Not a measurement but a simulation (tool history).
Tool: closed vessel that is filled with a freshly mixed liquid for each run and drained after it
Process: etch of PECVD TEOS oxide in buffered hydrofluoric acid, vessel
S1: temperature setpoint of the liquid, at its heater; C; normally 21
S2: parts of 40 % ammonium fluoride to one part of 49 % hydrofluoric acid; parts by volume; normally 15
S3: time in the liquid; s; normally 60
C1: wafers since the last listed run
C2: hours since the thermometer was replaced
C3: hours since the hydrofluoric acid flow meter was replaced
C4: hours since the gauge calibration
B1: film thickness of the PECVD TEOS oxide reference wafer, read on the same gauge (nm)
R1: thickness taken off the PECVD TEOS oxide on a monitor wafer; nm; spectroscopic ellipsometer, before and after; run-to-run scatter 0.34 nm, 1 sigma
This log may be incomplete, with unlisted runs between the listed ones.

{"run": 1, "hour": 0.0, "S1": 21, "S2": 15, "S3": 60, "C1": 0, "C2": 979.8, "C3": 21.6, "C4": 735.6, "B1": 70.07, "R1": 44.97}
{"run": 2, "hour": 66.6, "S1": 21, "S2": 15, "S3": 60, "C1": 10139, "C2": 1046.4, "C3": 88.2, "C4": 802.2, "B1": 69.98, "R1": 45.23}
{"run": 3, "hour": 172.9, "S1": 21, "S2": 15, "S3": 60, "C1": 16184, "C2": 1152.7, "C3": 194.5, "C4": 908.5, "B1": 69.97, "R1": 45.01}
{"run": 4, "hour": 440.8, "S1": 21, "S2": 15, "S3": 60, "C1": 40787, "C2": 1420.6, "C3": 462.4, "C4": 1176.4, "B1": 70, "R1": 43.8}
{"run": 5, "hour": 487.1, "S1": 21, "S2": 15, "S3": 60, "C1": 7049, "C2": 1466.9, "C3": 508.7, "C4": 1222.7, "B1": 70, "R1": 43.72}
{"run": 6, "hour": 746.5, "S1": 21, "S2": 15, "S3": 60, "C1": 39493, "C2": 1726.3, "C3": 768.1, "C4": 1482.1, "B1": 70, "R1": 42.59}
{"hour": 765.0, "done": "hydrofluoric acid flow meter replaced"}
{"hour": 788.0, "done": "gauge calibrated"}
{"run": 7, "hour": 796.8, "S1": 21, "S2": 15, "S3": 60, "C1": 7505, "C2": 1776.6, "C3": 31.8, "C4": 8.8, "B1": 69.95, "R1": 43.37}
{"hour": 858.1, "done": "thermometer replaced"}
{"run": 8, "hour": 868.4, "S1": 21, "S2": 15, "S3": 35, "C1": 10748, "C2": 10.3, "C3": 103.4, "C4": 80.4, "B1": 70, "R1": 28.31}

Forecast run 9:
{"run": 9, "hour": 976.2, "S1": 21, "S2": 15, "S3": 60, "C1": 16412, "C2": 118.1, "C3": 211.2, "C4": 188.2, "B1": "?", "R1": "?"}

B1: 69.98
R1: 48.1 nm
With the hidden condition absent and the run-to-run variation left alone, this run would have shown R1 48.72 nm.

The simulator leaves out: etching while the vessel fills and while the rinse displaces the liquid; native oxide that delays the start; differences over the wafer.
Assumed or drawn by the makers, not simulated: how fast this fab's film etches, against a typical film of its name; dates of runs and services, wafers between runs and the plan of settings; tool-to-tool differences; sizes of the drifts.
